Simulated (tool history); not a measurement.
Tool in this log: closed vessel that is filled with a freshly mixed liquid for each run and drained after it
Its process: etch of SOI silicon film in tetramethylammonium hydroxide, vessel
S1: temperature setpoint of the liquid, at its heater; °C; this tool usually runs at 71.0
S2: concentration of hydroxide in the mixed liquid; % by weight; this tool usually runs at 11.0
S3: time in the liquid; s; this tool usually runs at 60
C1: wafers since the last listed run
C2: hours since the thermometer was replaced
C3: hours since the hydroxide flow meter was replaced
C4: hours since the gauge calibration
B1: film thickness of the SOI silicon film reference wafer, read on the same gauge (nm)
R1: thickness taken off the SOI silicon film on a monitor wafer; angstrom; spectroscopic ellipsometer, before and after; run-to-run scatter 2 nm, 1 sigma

run     day    S1    S2  S3    C1      C2      C3     C4      B1      R1
  1   0.000  75.5  11.0  60     0  2075.2  2156.3   41.5   99.98  4872.8
  2   0.388  75.5  11.0  60   683  2084.5  2165.6   50.8   99.98  4880.9
  3   0.654  75.5  11.0  60   470  2090.9  2172.0   57.2   99.98  4926.4
  4   1.292  71.0  11.0  60  1123  2106.2  2187.3   72.5  100.00  3745.7
  5   1.975  71.0  11.0  60  1204  2122.6  2203.7   88.9  100.02  3768.9
  6   2.417  71.0  11.0  60   778  2133.2  2214.3   99.5   99.97  3749.8
  7   2.696  71.0  11.0  60   492  2139.9  2221.0  106.2  100.00  3769.8
  8   3.067  71.0  11.0  60   653  2148.8  2229.9  115.1   99.98  3727.5
  9   3.771  71.0  11.0  60  1241  2165.7  2246.8  132.0  100.06  3749.7
 10   4.354  71.0  11.0  60  1028  2179.7  2260.8  146.0   99.98  3752.2
 11   4.654  71.0  11.0  60   528  2186.9  2268.0  153.2   99.98  3751.5
 12   4.988  71.0  11.0  60   587  2194.9  2276.0  161.2  100.00  3742.7
 13   5.321  71.0  11.0  60   587  2202.9  2284.0  169.2  100.03  3753.0
      5.650  -- hydroxide flow meter replaced
 14   5.671  71.0  11.0  60   543  2211.3     0.5  177.6  100.01  3733.5
 15   6.046  71.0  11.0  60   660  2220.3     9.5  186.6  100.01  3725.2
 16   6.638  71.0  11.0  80  1042  2234.5    23.7  200.8  100.01  5019.3
 17   7.004  71.0  11.0  80   646  2243.3    32.5  209.6  100.03  4980.2
 18   7.588  71.0   8.5  70  1028  2257.3    46.5  223.6   99.98  4767.7
 19   8.262  71.0  11.0  80  1189  2273.5    62.7  239.8  100.00  4990.7
 20   8.825  71.0  11.0  30   991  2287.0    76.2  253.3  100.03  1855.4
 21   9.175  71.0  11.0  60   616  2295.4    84.6  261.7   99.99  3725.2
 22   9.729  71.0  11.0  75   976  2308.7    97.9  275.0   99.97  4638.6
     10.346  -- gauge calibrated
 23  10.450  73.0  14.0  80  1270  2326.0   115.2    2.5   99.98  5018.6
 24  10.862  71.0  12.0  80   727  2335.9   125.1   12.4  100.01  4769.2
     11.404  -- thermometer replaced
 25  11.425  64.5  13.0  30   918     0.5   138.6   25.9  100.02  1349.2
 26  11.967  71.0  11.0  60   954    13.5   151.6   38.9  100.01  4284.5
 27  12.488  67.5   7.5  45   918    26.0   164.1   51.4  100.00  2955.2
 28  12.904  71.0  13.0  30   734    36.0   174.1   61.4   99.98  2005.4
 29  13.371  71.0  11.0  60   822    47.2   185.3   72.6  100.01  4263.2
 30  13.717  65.0   7.5  80   609    55.5   193.6   80.9   99.99  4524.7
 31  14.279  71.0  11.0  60   991    69.0   207.1   94.4   99.99  4248.9
 32  14.908  66.5  11.0  60  1108    84.1   222.2  109.5  100.04  3246.2
 33  15.204  71.0  11.0  60   521    91.2   229.3  116.6  100.06  4268.8
 34  15.671  64.5  14.5  85   822   102.4   240.5  127.8  100.00  3602.1

Predict each of these 4 candidate next runs independently; none follows another, all start after run 34:
  A  15.700  74.0  11.0  60  51  103.1  241.2  128.5   ?   ?
  B  15.700  79.0  11.0  70  51  103.1  241.2  128.5   ?   ?
  C  15.700  64.0  11.0  60  51  103.1  241.2  128.5   ?   ?
  D  15.700  65.5  13.0  30  51  103.1  241.2  128.5   ?   ?

run     B1      R1
  A  99.99  5065.1
  B  99.99  7844.3
  C  99.99  2802.8
  D  99.99  1434.4
With no hidden state in the tool, these same runs would have given:
run      R1
  A  5162.0
  B  7990.1
  C  2859.7
  D  1463.3
